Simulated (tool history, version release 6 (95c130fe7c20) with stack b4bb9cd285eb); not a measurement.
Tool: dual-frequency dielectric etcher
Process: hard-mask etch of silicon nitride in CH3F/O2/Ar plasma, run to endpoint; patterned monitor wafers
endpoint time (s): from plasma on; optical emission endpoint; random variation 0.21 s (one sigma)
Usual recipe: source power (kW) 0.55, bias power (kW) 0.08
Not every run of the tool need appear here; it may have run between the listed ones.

run    hour  source power (kW)  bias power (kW)  wafers since the last listed run  hours since the last wet clean  hours since the last source power generator calibration  hours since the last bias power generator calibration  hours since the last upper electrode change  incoming incoming film thickness, nm  endpoint time (s)
  1       0               0.55             0.08                                 0                           226.5                                                   1080.8                                                   3037                                         4557                                  52.9               62.1
  2    30.8               0.55             0.08                               305                           257.3                                                   1111.6                                                 3067.8                                       4587.8                                  52.3               61.1
  3    81.9               0.55             0.08                               507                           308.4                                                   1162.7                                                 3118.9                                       4638.9                                    52               60.7
  4   137.8                0.5            0.068                               554                           364.3                                                   1218.6                                                 3174.8                                       4694.8                                  52.3               66.1
  5   330.8               0.55            0.074                              1915                           557.3                                                   1411.6                                                 3367.8                                       4887.8                                  52.5               61.6
  6   356.4               0.55            0.074                               254                           582.9                                                   1437.2                                                 3393.4                                       4913.4                                  51.8               60.9
      423.3  -- wet clean of the chamber
  7   423.8               0.55            0.074                               430                             0.5                                                   1504.6                                                 3460.8                                       4980.8                                  52.6               63.2
  8   452.1               0.55             0.08                               280                            28.8                                                   1532.9                                                 3489.1                                       5009.1                                  52.3               61.7
  9   522.3               0.55             0.08                               696                              99                                                   1603.1                                                 3559.3                                       5079.3                                  52.2               61.3
 10   562.7               0.55             0.08                               400                           139.4                                                   1643.5                                                 3599.7                                       5119.7                                  52.7               62.2
 11   601.5               0.55             0.08                               385                           178.2                                                   1682.3                                                 3638.5                                       5158.5                                  52.3               61.1
 12   667.4               0.55             0.08                               653                           244.1                                                   1748.2                                                 3704.4                                       5224.4                                  52.2               60.9
      674.7  -- source power generator calibrated
      838.3  -- bias power generator calibrated
 13   857.5               0.55             0.08                              1807                           434.2                                                    182.8                                                   19.2                                       5414.5                                  51.9               60.6
      925.4  -- wet clean of the chamber
 14   925.9               0.55             0.08                               440                             0.5                                                    251.2                                                   87.6                                       5482.9                                  52.4                 62
 15   981.1               0.49            0.099                               547                            55.7                                                    306.4                                                  142.8                                       5538.1                                  52.2               60.2
 16  1016.2               0.55             0.08                               348                            90.8                                                    341.5                                                  177.9                                       5573.2                                  52.1                 62
 17  1087.7               0.49            0.099                               709                           162.3                                                      413                                                  249.4                                       5644.7                                  52.6               60.1
     1131.4  -- upper electrode replaced
 18    1137               0.43            0.065                               251                           211.6                                                    462.3                                                  298.7                                          5.6                                  52.2               71.2
 19  1190.2               0.55             0.08                               527                           264.8                                                    515.5                                                  351.9                                         58.8                                    52               61.2
 20  1261.9               0.42             0.08                               711                           336.5                                                    587.2                                                  423.6                                        130.5                                  52.9               67.4
 21  1329.8               0.55             0.08                               673                           404.4                                                    655.1                                                  491.5                                        198.4                                  52.7               61.1
     1459.7  -- wet clean of the chamber
 22  1491.5               0.69             0.07                              1366                            31.8                                                    816.8                                                  653.2                                        360.1                                  52.5               59.2
 23  1550.6               0.49             0.08                               586                            90.9                                                    875.9                                                  712.3                                        419.2                                  52.3               63.7
 24  1594.6               0.66             0.08                               436                           134.9                                                    919.9                                                  756.3                                        463.2                                  51.9                 57
 25  1757.9               0.65            0.086                              1620                           298.2                                                   1083.2                                                  919.6                                        626.5                                  52.7               56.3
 26  1819.5               0.59             0.08                               611                           359.8                                                   1144.8                                                  981.2                                        688.1                                  52.8               59.4
 27  1882.8               0.41            0.094                               628                           423.1                                                   1208.1                                                 1044.5                                        751.4                                  52.8               64.1
 28  1914.9               0.67             0.08                               318                           455.2                                                   1240.2                                                 1076.6                                        783.5                                  52.1               55.6

Consider 3 possible next runs. They are alternatives, not a sequence: every one starts from the tool as it was left by run 28. What does each give?
  A  1915.3               0.55             0.08                                 3                           455.6                                                   1240.6                                                   1077                                        783.9                                  52.8                  ?
  B  1915.3               0.62            0.089                                 3                           455.6                                                   1240.6                                                   1077                                        783.9                                  52.8                  ?
  C  1915.3               0.55             0.06                                 3                           455.6                                                   1240.6                                                   1077                                        783.9                                  52.8                  ?

run  endpoint time (s)
  A               60.8
  B               56.3
  C               66.3
With no hidden state in the tool, these same runs would have given:
run  endpoint time (s)
  A               63.1
  B               58.4
  C               68.8
